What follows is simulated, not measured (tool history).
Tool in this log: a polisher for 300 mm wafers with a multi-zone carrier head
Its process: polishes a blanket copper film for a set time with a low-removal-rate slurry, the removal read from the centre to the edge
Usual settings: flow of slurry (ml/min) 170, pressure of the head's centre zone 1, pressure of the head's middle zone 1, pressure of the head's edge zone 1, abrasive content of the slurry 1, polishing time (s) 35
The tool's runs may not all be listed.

run     day  flow of slurry (ml/min)  pressure of the head's centre zone  pressure of the head's middle zone  pressure of the head's edge zone  abrasive content of the slurry  polishing time (s)  incoming thickness of the incoming film, nm  film removed at the wafer's centre (Å)  film removed at mid-radius (Å)  film removed at the wafer's edge (Å)
  1       0                      220                                   1                                1.06                                 1                               1                  44                                         1276                                    1578                            1624                                  1571
  2    1.35                      170                                   1                                   1                                 1                             0.9                  32                                       1312.7                                    1038                            1019                                  1066
  3   2.725                      110                                   1                                0.88                                 1                            1.25                  35                                       1312.2                                    1055                             954                                  1140
  4   3.421                      170                                   1                                   1                                 1                               1                  35                                       1287.7                                    1145                            1125                                  1154
  5   4.888                      170                                0.92                                0.91                              1.05                               1                  35                                       1302.9                                    1038                            1004                                  1185
  6    5.65                      170                                 0.9                                1.06                              0.91                            0.85                  35                                       1279.5                                     978                            1130                                  1061
  7   6.883                      145                                   1                                   1                                 1                               1                  35                                       1277.4                                    1062                            1046                                  1126
      7.133  -- worn pad replaced by a new one
  8   8.329                      150                                   1                                   1                              1.04                             1.1                  29                                       1282.3                                     941                             934                                  1004
  9   9.321                      170                                   1                                   1                                 1                               1                  35                                       1287.4                                    1122                            1137                                  1169
 10  10.308                      170                                   1                                   1                                 1                               1                  35                                       1306.8                                    1113                            1121                                  1176
 11  10.908                      170                                   1                                0.89                                 1                               1                  35                                       1288.9                                    1114                            1006                                  1166
 12  11.879                      190                                   1                                   1                                 1                               1                  35                                       1283.4                                    1136                            1112                                  1173
 13  12.496                      125                                   1                                   1                                 1                               1                  31                                       1271.8                                     869                             875                                   963
 14  13.062                      170                                   1                                   1                                 1                            1.25                  35                                       1273.3                                    1162                            1148                                  1208
 15  14.221                      115                                0.93                                0.95                                 1                             0.7                  35                                       1288.2                                     819                             846                                   968
 16  15.433                      170                                   1                                   1                                 1                            0.85                  43                                       1286.7                                    1285                            1245                                  1346
     16.071  -- slurry nozzle cleaned
 17  16.096                      170                                   1                                   1                                 1                               1                  35                                       1304.2                                    1155                            1135                                  1174

Estimate the outcome of run 18 from the log above:
 18  16.871                      170                                0.95                                   1                              1.06                            0.85                  31                                       1287.5                                       ?                               ?                                     ?

Logged for run 18: film removed at the wafer's centre (Å) 934, film removed at mid-radius (Å) 965, film removed at the wafer's edge (Å) 1039.
Take away the tool's hidden state, keep the run-to-run variation as it was, and the same run would have given film removed at the wafer's centre (Å) 1019, film removed at mid-radius (Å) 1052, film removed at the wafer's edge (Å) 1129.
